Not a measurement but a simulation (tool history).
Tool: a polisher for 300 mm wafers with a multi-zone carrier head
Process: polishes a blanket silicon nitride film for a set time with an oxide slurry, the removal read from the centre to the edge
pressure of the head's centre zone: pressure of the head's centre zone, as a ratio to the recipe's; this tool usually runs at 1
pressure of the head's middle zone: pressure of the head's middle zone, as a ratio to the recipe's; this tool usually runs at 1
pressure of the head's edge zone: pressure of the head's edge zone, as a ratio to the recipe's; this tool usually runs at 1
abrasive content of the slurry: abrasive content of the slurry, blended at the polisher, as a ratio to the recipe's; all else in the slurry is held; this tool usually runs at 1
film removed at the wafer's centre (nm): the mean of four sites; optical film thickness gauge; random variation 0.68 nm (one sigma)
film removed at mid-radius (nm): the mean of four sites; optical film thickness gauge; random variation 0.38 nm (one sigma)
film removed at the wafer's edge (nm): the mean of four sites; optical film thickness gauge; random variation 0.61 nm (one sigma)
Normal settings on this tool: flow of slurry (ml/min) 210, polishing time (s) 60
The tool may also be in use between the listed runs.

run	hour	flow of slurry (ml/min)	pressure of the head's centre zone	pressure of the head's middle zone	pressure of the head's edge zone	abrasive content of the slurry	polishing time (s)	wafers since the last listed run	wafers polished on this pad	hours since the slurry nozzle was cleaned	hours since the centre zone pressure was calibrated	hours since the edge zone pressure was calibrated	hours since the carrier head's membrane was replaced	incoming thickness of the incoming film, nm	film removed at the wafer's centre (nm)	film removed at mid-radius (nm)	film removed at the wafer's edge (nm)
1	0	210	1	1	1	0.8	60	0	1006	615.2	758.9	747.2	690.4	516.2	37.9	36.9	37
# hour 12.9: slurry nozzle cleaned
# hour 18.1: worn pad replaced by a new one
2	18.6	210	1	1	1	0.8	60	104	3	5.7	777.5	765.8	709	500.4	40.7	40.3	39.1
3	27.9	210	1	1	1	0.8	60	71	75	15	786.8	775.1	718.3	504.8	41.4	39	40.2
4	39.7	210	1.08	1	1	1	60	90	165	26.8	798.6	786.9	730.1	510.3	47.5	44.1	43.4
5	51.8	210	1.08	1	1	1	60	93	258	38.9	810.7	799	742.2	509.9	46.7	43	42.5
6	69.1	210	1.08	1	1	1	60	132	391	56.2	828	816.3	759.5	511.1	47.1	42.6	42.9
# hour 85.1: edge zone pressure recalibrated
7	85.6	210	1	1.03	1	1	60	111	503	72.7	844.5	0.5	776	509.7	42	43.2	41.7
# hour 90.8: centre zone pressure recalibrated
# hour 92.8: carrier head's membrane replaced by a new one
8	93.2	210	0.95	1	0.94	1	60	27	531	80.3	2.4	8.1	0.4	514.2	41.2	42.6	40.6
9	108.9	210	1	1	1.05	1	60	120	651	96	18.1	23.8	16.1	513.6	41.6	41.9	41.9
10	123.4	210	1	1	1	1	60	111	763	110.5	32.6	38.3	30.6	511.5	42.4	41.6	42.8

Run 11, settings as shown, results not yet in. Your forecast:
11	135.9	260	1	1	1	1.25	71	96	859	123	45.1	50.8	43.1	516.2	?	?	?

Run 11 measured film removed at the wafer's centre (nm) 56.9, film removed at mid-radius (nm) 56.9, film removed at the wafer's edge (nm) 53.6.
Were there no unlogged condition in the tool, this run, its random variation unchanged, would have produced film removed at the wafer's centre (nm) 61.3, film removed at mid-radius (nm) 61.3, film removed at the wafer's edge (nm) 57.8.

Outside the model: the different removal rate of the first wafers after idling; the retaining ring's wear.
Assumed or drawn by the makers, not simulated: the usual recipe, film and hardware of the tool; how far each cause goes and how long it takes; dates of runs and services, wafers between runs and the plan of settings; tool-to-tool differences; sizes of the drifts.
